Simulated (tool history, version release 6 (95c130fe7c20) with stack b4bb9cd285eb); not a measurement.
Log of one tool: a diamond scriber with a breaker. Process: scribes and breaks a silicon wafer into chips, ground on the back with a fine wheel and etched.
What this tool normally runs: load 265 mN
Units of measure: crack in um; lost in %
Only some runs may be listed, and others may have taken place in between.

run	hour	load	wafers since the last listed run	hours since the diamond tip was replaced	hours since the load on the tip was calibrated	incoming depth of the damage left on the back of the incoming wafer, um	crack	lost
1	0	265	0	721.9	829.4	0.48	7.36	10.45
2	12.5	265	48	734.4	841.9	0.4	7.4	9.39
3	21.2	317	34	743.1	850.6	0.78	7.96	4.34
4	33.2	317	46	755.1	862.6	0.54	8.2	4.32
5	42.3	265	35	764.2	871.7	0.36	7.33	10.56
6	54.8	265	48	776.7	884.2	0.75	7.26	10.77
7	65.8	265	43	787.7	895.2	0.51	7.32	10.47
8	78.6	222	50	800.5	908	0.53	6.68	19.17

Run 9 comes next. What will it give?
9	87.8	190	35	809.7	917.2	0.37	?	?

{"run 9": {"crack": 6.2, "lost": 30.05}}
With no hidden state in the tool, this same run would have given crack 7.81 um, lost 7.24 %.

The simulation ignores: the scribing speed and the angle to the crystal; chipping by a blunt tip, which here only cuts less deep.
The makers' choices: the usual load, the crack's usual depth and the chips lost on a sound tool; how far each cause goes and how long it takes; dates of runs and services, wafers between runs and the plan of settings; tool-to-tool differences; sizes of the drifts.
